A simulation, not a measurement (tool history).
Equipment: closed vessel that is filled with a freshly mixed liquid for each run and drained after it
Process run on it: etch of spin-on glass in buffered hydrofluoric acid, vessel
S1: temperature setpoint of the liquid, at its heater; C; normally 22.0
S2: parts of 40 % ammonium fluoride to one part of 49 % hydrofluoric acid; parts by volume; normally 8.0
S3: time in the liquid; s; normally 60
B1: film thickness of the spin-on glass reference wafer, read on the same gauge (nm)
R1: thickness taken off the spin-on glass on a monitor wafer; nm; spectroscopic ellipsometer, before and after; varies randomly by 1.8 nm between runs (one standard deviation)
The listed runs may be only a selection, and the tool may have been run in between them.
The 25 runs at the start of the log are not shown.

run,hour,S1,S2,S3,B1,R1
26,2130.6,22.0,5.5,70,40.01,423.97
27,2423.3,18.0,9.0,40,40.01,118.53
28,2506.4,22.0,8.0,35,40.01,145.65
29,2736.4,22.0,8.0,60,40.03,244.91
# hour 2740.0: gauge calibrated
30,2787.9,22.0,8.0,60,40.00,245.12
# hour 2855.4: hydrofluoric acid flow meter replaced
31,2859.7,22.0,8.0,60,40.00,260.96
32,2960.7,22.0,8.0,60,40.03,254.86
33,3026.4,24.5,9.0,80,39.97,343.16
34,3096.0,18.5,8.0,60,40.01,210.87

Predict each of these 3 candidate next runs independently; none follows another, all start after run 34:
A,3096.7,27.0,8.0,60,?,?
B,3096.7,26.0,8.0,60,?,?
C,3096.7,19.5,8.0,60,?,?

run,B1,R1
A,40.00,336.37
B,40.00,318.86
C,40.00,223.31
With the hidden condition removed and each run's random variation left untouched, the same runs would have given:
run,R1
A,335.11
B,317.63
C,222.25
